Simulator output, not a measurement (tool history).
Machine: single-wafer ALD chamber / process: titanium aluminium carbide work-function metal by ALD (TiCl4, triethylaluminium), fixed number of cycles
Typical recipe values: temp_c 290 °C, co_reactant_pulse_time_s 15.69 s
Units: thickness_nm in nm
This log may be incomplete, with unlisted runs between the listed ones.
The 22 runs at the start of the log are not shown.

| run | day | temp_c | co_reactant_pulse_time_s | read-back reference wafer on the same gauge, thickness_nm | thickness_nm |
|---|---|---|---|---|---|
|  | 12.058 | showerhead replaced |
| 23 | 12.079 | 302 | 12.43 | 2.070 | 1.996 |
| 24 | 12.546 | 290 | 15.69 | 2.069 | 1.909 |
| 25 | 13.096 | 276 | 11.41 | 2.070 | 1.767 |
| 26 | 13.721 | 275 | 21.82 | 2.071 | 1.800 |
| 27 | 14.096 | 279 | 15.69 | 2.069 | 1.831 |
| 28 | 14.412 | 298 | 21.74 | 2.070 | 1.977 |
| 29 | 14.933 | 290 | 15.69 | 2.069 | 1.910 |
| 30 | 15.196 | 290 | 15.69 | 2.069 | 1.912 |
| 31 | 15.825 | 280 | 19.05 | 2.070 | 1.828 |
| 32 | 16.267 | 304 | 18.75 | 2.070 | 2.033 |
| 33 | 16.692 | 277 | 12.60 | 2.070 | 1.796 |

Branching from run 33: 4 alternative next runs. What would each branch give?
| A | 16.708 | 290 | 15.69 | ? | ? |
| B | 16.708 | 285 | 20.52 | ? | ? |
| C | 16.708 | 284 | 12.02 | ? | ? |
| D | 16.708 | 290 | 12.12 | ? | ? |

| run | read-back reference wafer on the same gauge, thickness_nm | thickness_nm |
|---|---|---|
| A | 2.069 | 1.916 |
| B | 2.069 | 1.883 |
| C | 2.069 | 1.847 |
| D | 2.069 | 1.895 |
Without the tool's unlogged condition, the same runs would have read:
| run | thickness_nm |
|---|---|
| A | 1.902 |
| B | 1.869 |
| C | 1.833 |
| D | 1.881 |
